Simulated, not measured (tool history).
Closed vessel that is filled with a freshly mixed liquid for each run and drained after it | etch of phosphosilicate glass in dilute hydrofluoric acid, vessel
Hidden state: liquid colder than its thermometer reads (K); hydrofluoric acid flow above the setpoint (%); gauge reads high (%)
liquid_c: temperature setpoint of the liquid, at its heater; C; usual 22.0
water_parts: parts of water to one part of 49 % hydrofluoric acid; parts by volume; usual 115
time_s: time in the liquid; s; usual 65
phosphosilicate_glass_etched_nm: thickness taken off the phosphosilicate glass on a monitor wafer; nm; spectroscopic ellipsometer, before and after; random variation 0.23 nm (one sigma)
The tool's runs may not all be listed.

| run | day | liquid_c | water_parts | time_s | wafers since the last listed run | hours since the thermometer was replaced | hours since the hydrofluoric acid flow meter was replaced | hours since the gauge calibration | read-back film thickness of the phosphosilicate glass reference wafer, read on the same gauge (nm) | phosphosilicate_glass_etched_nm |
|---|---|---|---|---|---|---|---|---|---|---|
| 1 | 0.000 | 19.0 | 70 | 65 | 0 | 783.1 | 1507.3 | 917.6 | 59.96 | 85.56 |
| 2 | 2.638 | 22.0 | 135 | 65 | 6264 | 846.4 | 1570.6 | 980.9 | 60.01 | 46.92 |
| 3 | 3.846 | 22.0 | 135 | 65 | 2870 | 875.4 | 1599.6 | 1009.9 | 60.00 | 47.26 |
| 4 | 5.496 | 19.0 | 115 | 40 | 3919 | 915.0 | 1639.2 | 1049.5 | 60.00 | 30.92 |
| 5 | 12.342 | 19.0 | 115 | 40 | 16261 | 1079.3 | 1803.5 | 1213.8 | 60.03 | 31.04 |
| 6 | 13.792 | 19.0 | 115 | 40 | 3444 | 1114.1 | 1838.3 | 1248.6 | 60.03 | 31.26 |
| 7 | 14.954 | 22.0 | 115 | 65 | 2761 | 1142.0 | 1866.2 | 1276.5 | 60.00 | 57.25 |
| 8 | 17.625 | 22.0 | 115 | 65 | 6344 | 1206.1 | 1930.3 | 1340.6 | 59.98 | 57.52 |
| 9 | 19.492 | 22.0 | 115 | 65 | 4433 | 1250.9 | 1975.1 | 1385.4 | 59.97 | 57.71 |
| 10 | 21.346 | 22.0 | 140 | 65 | 4404 | 1295.4 | 2019.6 | 1429.9 | 60.01 | 45.55 |
| 11 | 23.196 | 22.0 | 115 | 65 | 4394 | 1339.8 | 2064.0 | 1474.3 | 60.01 | 57.56 |
| 12 | 25.725 | 22.0 | 115 | 65 | 6007 | 1400.5 | 2124.7 | 1535.0 | 59.98 | 57.36 |
| 13 | 28.067 | 22.0 | 115 | 65 | 5562 | 1456.7 | 2180.9 | 1591.2 | 59.99 | 57.84 |
| 14 | 30.371 | 22.0 | 115 | 65 | 5473 | 1512.0 | 2236.2 | 1646.5 | 60.01 | 57.79 |
| 15 | 32.750 | 22.0 | 115 | 65 | 5651 | 1569.1 | 2293.3 | 1703.6 | 60.00 | 57.88 |
| 16 | 34.875 | 22.0 | 115 | 65 | 5047 | 1620.1 | 2344.3 | 1754.6 | 60.01 | 57.71 |
| 17 | 36.208 | 26.0 | 55 | 40 | 3167 | 1652.1 | 2376.3 | 1786.6 | 60.00 | 93.44 |
|  | 37.779 | gauge calibrated |
| 18 | 37.862 | 22.0 | 115 | 90 | 3929 | 1691.8 | 2416.0 | 2.0 | 60.00 | 80.97 |
| 19 | 40.233 | 22.0 | 115 | 35 | 5631 | 1748.7 | 2472.9 | 58.9 | 60.01 | 31.17 |
| 20 | 44.412 | 17.5 | 85 | 65 | 9926 | 1849.0 | 2573.2 | 159.2 | 60.01 | 67.11 |
| 21 | 46.438 | 18.5 | 170 | 105 | 4810 | 1897.6 | 2621.8 | 207.8 | 59.97 | 52.46 |
| 22 | 48.733 | 22.0 | 65 | 45 | 5453 | 1952.7 | 2676.9 | 262.9 | 59.99 | 75.55 |
|  | 49.396 | thermometer replaced |
|  | 50.117 | hydrofluoric acid flow meter replaced |
| 23 | 51.658 | 22.0 | 115 | 65 | 6749 | 54.3 | 37.0 | 333.1 | 59.95 | 62.08 |
| 24 | 53.479 | 22.0 | 115 | 65 | 4325 | 98.0 | 80.7 | 376.8 | 60.01 | 61.74 |
| 25 | 56.471 | 26.0 | 100 | 65 | 7106 | 169.8 | 152.5 | 448.6 | 59.99 | 85.36 |
| 26 | 58.767 | 22.0 | 115 | 65 | 5453 | 224.9 | 207.6 | 503.7 | 60.01 | 62.06 |
| 27 | 61.467 | 26.5 | 55 | 55 | 6413 | 289.7 | 272.4 | 568.5 | 59.98 | 140.55 |
| 28 | 64.479 | 22.0 | 115 | 65 | 7155 | 362.0 | 344.7 | 640.8 | 60.00 | 62.38 |
|  | 67.433 | hydrofluoric acid flow meter replaced, repeated, since the last time left the tool worse |
| 29 | 72.812 | 22.0 | 115 | 30 | 19695 | 562.0 | 129.1 | 840.8 | 59.98 | 25.27 |
| 30 | 74.383 | 18.5 | 145 | 80 | 3731 | 599.7 | 166.8 | 878.5 | 59.99 | 44.76 |
| 31 | 76.071 | 22.0 | 115 | 65 | 4008 | 640.2 | 207.3 | 919.0 | 60.00 | 54.87 |

Forecast each of these 3 alternatives for the next run:
| A | 76.100 | 22.0 | 115 | 65 | 69 | 640.9 | 208.0 | 919.7 | ? | ? |
| B | 76.100 | 27.0 | 85 | 90 | 69 | 640.9 | 208.0 | 919.7 | ? | ? |
| C | 76.100 | 20.5 | 115 | 65 | 69 | 640.9 | 208.0 | 919.7 | ? | ? |

| run | read-back film thickness of the phosphosilicate glass reference wafer, read on the same gauge (nm) | phosphosilicate_glass_etched_nm |
|---|---|---|
| A | 60.01 | 54.43 |
| B | 60.01 | 128.91 |
| C | 60.01 | 51.24 |
Without the tool's hidden state the same runs would have given:
| run | phosphosilicate_glass_etched_nm |
|---|---|
| A | 54.04 |
| B | 127.99 |
| C | 50.88 |

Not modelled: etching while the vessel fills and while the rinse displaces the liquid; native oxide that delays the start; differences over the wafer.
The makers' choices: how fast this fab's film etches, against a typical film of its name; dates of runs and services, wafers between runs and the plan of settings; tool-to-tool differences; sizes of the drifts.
